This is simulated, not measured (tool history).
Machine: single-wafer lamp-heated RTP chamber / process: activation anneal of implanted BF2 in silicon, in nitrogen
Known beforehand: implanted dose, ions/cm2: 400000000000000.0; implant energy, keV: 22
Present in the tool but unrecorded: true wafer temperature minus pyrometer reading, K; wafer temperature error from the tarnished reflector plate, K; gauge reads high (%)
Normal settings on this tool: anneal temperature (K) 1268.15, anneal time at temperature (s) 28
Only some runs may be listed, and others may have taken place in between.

run	hour	anneal temperature (K)	anneal time at temperature (s)	wafers since the last listed run	wafers since the last pyrometer calibration	wafers since the reflector plate was cleaned	hours since the gauge calibration	read-back reference wafer on the same gauge, sheet resistance	sheet resistance of the implanted and annealed layer (ohm/square)
1	0.0	1247.15	28	0	2323	3697	65.0	279.85	332.15
2	15.5	1247.15	28	268	2591	3965	80.5	279.95	332.21
3	25.6	1268.15	21	174	2766	4140	90.6	280.10	326.13
4	32.4	1268.15	21	117	2884	4258	97.4	279.95	325.73
5	39.5	1268.15	21	122	3007	4381	104.5	279.94	326.11
6	46.7	1268.15	28	124	3131	4505	111.7	279.99	323.22
# hour 49.4: gauge calibrated
7	64.1	1268.15	28	301	3433	4806	14.7	279.96	323.98
8	73.3	1278.15	15	159	3592	4966	23.9	279.95	325.86
# hour 89.9: reflector plate cleaned
# hour 93.0: pyrometer window cleaned and pyrometer calibrated
9	93.5	1292.15	43	156	8	8	44.1	280.00	316.58
10	98.4	1268.15	28	84	92	92	49.0	280.10	326.38
11	112.8	1285.15	23	249	342	342	63.4	280.06	323.85
12	118.9	1255.15	18	105	447	447	69.5	280.09	335.66
13	128.4	1268.15	28	164	612	612	79.0	280.04	326.44
14	137.1	1252.15	17	150	762	762	87.7	280.01	337.48

Here are 4 independent what-if runs from the current tool condition. What would each one return?
A	137.5	1268.15	28	6	769	769	88.1	?	?
B	137.5	1256.15	38	6	769	769	88.1	?	?
C	137.5	1258.15	20	6	769	769	88.1	?	?
D	137.5	1251.15	28	6	769	769	88.1	?	?

run	read-back reference wafer on the same gauge, sheet resistance	sheet resistance of the implanted and annealed layer (ohm/square)
A	279.95	326.28
B	279.95	328.56
C	279.95	332.57
D	279.95	333.77
Stripped of hidden state, with their random variation kept, the same runs would have yielded:
run	sheet resistance of the implanted and annealed layer (ohm/square)
A	327.15
B	329.79
C	334.06
D	335.52
